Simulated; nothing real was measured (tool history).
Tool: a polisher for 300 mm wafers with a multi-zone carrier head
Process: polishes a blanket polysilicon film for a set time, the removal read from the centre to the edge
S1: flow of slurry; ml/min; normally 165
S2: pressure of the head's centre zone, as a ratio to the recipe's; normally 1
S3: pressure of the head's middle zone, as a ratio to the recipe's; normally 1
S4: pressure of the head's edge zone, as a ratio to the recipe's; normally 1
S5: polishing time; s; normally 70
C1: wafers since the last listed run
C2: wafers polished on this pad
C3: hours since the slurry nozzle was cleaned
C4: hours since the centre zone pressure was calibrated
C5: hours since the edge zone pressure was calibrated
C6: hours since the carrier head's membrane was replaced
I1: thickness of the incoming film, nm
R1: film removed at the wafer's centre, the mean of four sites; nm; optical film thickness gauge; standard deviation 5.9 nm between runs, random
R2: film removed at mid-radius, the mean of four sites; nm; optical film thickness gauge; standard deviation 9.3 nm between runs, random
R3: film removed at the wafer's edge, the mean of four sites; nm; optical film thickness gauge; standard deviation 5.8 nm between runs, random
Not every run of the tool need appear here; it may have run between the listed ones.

run    hour   S1    S2    S3    S4  S5   C1    C2     C3     C4      C5      C6      I1     R1      R2      R3
  1       0  165     1     1     1  70    0   273  513.6  141.2  1211.6   417.8    2169  835.7   839.9     862
  2    70.9  165     1  1.07     1  70  579   852  584.5  212.1  1282.5   488.7  2179.3  825.5   851.8   844.9
       96.6  -- slurry nozzle cleaned
  3   146.1  165     1  1.07     1  70  606  1458   49.5  287.3  1357.7   563.9  2165.3  855.1   873.9   852.1
      198.7  -- worn pad replaced by a new one
  4     240  165     1  0.92     1  70  734   337  143.4  381.2  1451.6   657.8  2169.3  873.5   838.6   889.9
      322.8  -- edge zone pressure recalibrated
  5   323.3  165     1  0.92     1  70  664  1002  226.7  464.5     0.5   741.1  2174.4  830.2     805   852.5
      332.3  -- centre zone pressure recalibrated
  6   368.3  150     1     1     1  70  351  1353  271.7     36    45.5   786.1  2196.2  787.4   792.8   821.8
      394.4  -- worn pad replaced by a new one
  7   453.3  165     1     1     1  70  661   481  356.7    121   130.5   871.1  2154.6  840.8   836.3   858.1
  8   519.9  165     1     1     1  70  544  1025  423.3  187.6   197.1   937.7  2203.6  808.7   834.8     854
      613.3  -- worn pad replaced by a new one
  9   613.8  195     1     1  1.06  82  734     3  517.2  281.5     291  1031.6  2158.4   1019  1016.4  1057.6
 10     653  145     1  0.96     1  70  320   324  556.4  320.7   330.2  1070.8  2166.2  810.6   794.1   844.2
 11   747.7  165     1     1     1  70  773  1098  651.1  415.4   424.9  1165.5  2153.3    806   805.8   833.4
      784.1  -- slurry nozzle cleaned
      837.4  -- centre zone pressure recalibrated
 12   840.2  145  1.07     1  0.94  70  731  1829   56.1    2.8   517.4    1258  2171.1    873   814.3   796.9
      853.8  -- carrier head's membrane replaced by a new one
      857.3  -- worn pad replaced by a new one
 13   905.6  150     1     1     1  70  465   395  121.5   68.2   582.8    51.8  2200.2  866.1   856.5   886.7
 14   958.3  165     1  0.96     1  70  430   825  174.2  120.9   635.5   104.5  2119.6  874.5   832.4   873.6
 15  1029.6  165     1     1  0.91  70  582  1408  245.5  192.2   706.8   175.8  2148.4  825.9   816.6   801.9
     1063.2  -- worn pad replaced by a new one
 16  1074.6  165     1  0.92     1  70  335    93  290.5  237.2   751.8   220.8  2165.2  863.2   820.9   868.7

Each row is a separate what-if for the run after 16, all from the same tool condition, not one after another. Results?
  A  1075  165  0.97     1     1  70   3  96  290.9  237.6  752.2  221.2  2169.7   ?   ?   ?
  B  1075  165     1     1     1  57   3  96  290.9  237.6  752.2  221.2  2169.7   ?   ?   ?
  C  1075  205  0.94  1.08  1.05  70   3  96  290.9  237.6  752.2  221.2  2169.7   ?   ?   ?

run     R1     R2     R3
  A  831.1  843.9  875.3
  B  697.8  687.1  712.7
  C  838.9  907.1  918.4
Stripped of hidden state, with their random variation kept, the same runs would have yielded:
run     R1     R2     R3
  A  884.7  892.3    912
  B  742.8  726.5  742.7
  C  884.7  951.5  952.1
